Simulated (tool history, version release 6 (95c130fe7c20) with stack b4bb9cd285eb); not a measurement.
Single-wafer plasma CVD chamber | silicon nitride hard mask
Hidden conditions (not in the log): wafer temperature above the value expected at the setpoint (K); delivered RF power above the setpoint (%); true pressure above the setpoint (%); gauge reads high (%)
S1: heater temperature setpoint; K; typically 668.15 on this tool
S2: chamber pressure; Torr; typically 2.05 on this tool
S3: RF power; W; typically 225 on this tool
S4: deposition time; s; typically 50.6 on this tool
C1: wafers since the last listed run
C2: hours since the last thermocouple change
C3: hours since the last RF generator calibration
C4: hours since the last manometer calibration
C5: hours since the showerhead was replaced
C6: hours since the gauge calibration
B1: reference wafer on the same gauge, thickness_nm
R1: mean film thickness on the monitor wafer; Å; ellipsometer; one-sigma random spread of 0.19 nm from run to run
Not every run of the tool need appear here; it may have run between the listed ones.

| run | hour | S1 | S2 | S3 | S4 | C1 | C2 | C3 | C4 | C5 | C6 | B1 | R1 |
|---|---|---|---|---|---|---|---|---|---|---|---|---|---|
| 1 | 0 | 668.15 | 2.05 | 225 | 44.7 | 0 | 683.1 | 1575 | 856.4 | 7299.6 | 172.3 | 57.79 | 463.99 |
| 2 | 20.8 | 668.15 | 2.05 | 215 | 50.6 | 335 | 703.9 | 1595.8 | 877.2 | 7320.4 | 193.1 | 57.771 | 502.94 |
| 3 | 43.8 | 668.15 | 1.72 | 225 | 50.6 | 371 | 726.9 | 1618.8 | 900.2 | 7343.4 | 216.1 | 57.821 | 504.22 |
| 4 | 77 | 668.15 | 1.72 | 225 | 50.6 | 535 | 760.1 | 1652 | 933.4 | 7376.6 | 249.3 | 57.814 | 506.33 |
| 5 | 105.2 | 668.15 | 1.72 | 225 | 50.6 | 454 | 788.3 | 1680.2 | 961.6 | 7404.8 | 277.5 | 57.794 | 502.81 |
| 6 | 135.8 | 668.15 | 2.05 | 225 | 50.6 | 493 | 818.9 | 1710.8 | 992.2 | 7435.4 | 308.1 | 57.837 | 522.74 |
|  | 158.5 | RF generator calibrated |
| 7 | 163.9 | 668.15 | 2.05 | 225 | 50.6 | 324 | 847 | 5.4 | 1020.3 | 7463.5 | 336.2 | 57.77 | 558.83 |
|  | 189.3 | capacitance manometer re-zeroed and calibrated |
| 8 | 192.8 | 668.15 | 2.05 | 225 | 50.6 | 337 | 875.9 | 34.3 | 3.5 | 7492.4 | 365.1 | 57.75 | 554.19 |
| 9 | 228.1 | 681.15 | 2.54 | 260 | 58.8 | 569 | 911.2 | 69.6 | 38.8 | 7527.7 | 400.4 | 57.788 | 753.54 |
|  | 237.1 | gauge calibrated |
| 10 | 255.6 | 668.15 | 2.05 | 185 | 50.6 | 443 | 938.7 | 97.1 | 66.3 | 7555.2 | 18.5 | 57.89 | 460.1 |
| 11 | 289.5 | 668.15 | 2.35 | 210 | 57.7 | 546 | 972.6 | 131 | 100.2 | 7589.1 | 52.4 | 57.808 | 602.89 |
|  | 300.6 | showerhead replaced |
| 12 | 316.3 | 668.15 | 2.05 | 260 | 50.6 | 303 | 999.4 | 157.8 | 127 | 15.7 | 79.2 | 57.811 | 624.32 |
|  | 338 | thermocouple changed; heater temperature recalibrated |
| 13 | 338.5 | 674.15 | 1.61 | 225 | 50.6 | 229 | 0.5 | 180 | 149.2 | 37.9 | 101.4 | 57.808 | 524.5 |
| 14 | 358.1 | 668.15 | 2.46 | 200 | 56.8 | 316 | 20.1 | 199.6 | 168.8 | 57.5 | 121 | 57.847 | 573.82 |
| 15 | 390.3 | 668.15 | 2.05 | 225 | 50.6 | 519 | 52.3 | 231.8 | 201 | 89.7 | 153.2 | 57.809 | 552.84 |
| 16 | 425.2 | 668.15 | 2.05 | 205 | 54.9 | 563 | 87.2 | 266.7 | 235.9 | 124.6 | 188.1 | 57.787 | 549.38 |

3 options for the next run, each taken on its own from the tool as it stands now. Forecast them:
| A | 425.6 | 679.15 | 2.05 | 225 | 50.6 | 6 | 87.6 | 267.1 | 236.3 | 125 | 188.5 | ? | ? |
| B | 425.6 | 659.15 | 2.23 | 265 | 44.2 | 6 | 87.6 | 267.1 | 236.3 | 125 | 188.5 | ? | ? |
| C | 425.6 | 662.15 | 2.05 | 225 | 50.6 | 6 | 87.6 | 267.1 | 236.3 | 125 | 188.5 | ? | ? |

| run | B1 | R1 |
|---|---|---|
| A | 57.83 | 547.35 |
| B | 57.83 | 566.63 |
| C | 57.83 | 551.89 |
Without the tool's unlogged condition, the same runs would have read:
| run | R1 |
|---|---|
| A | 554.38 |
| B | 573.39 |
| C | 558.98 |
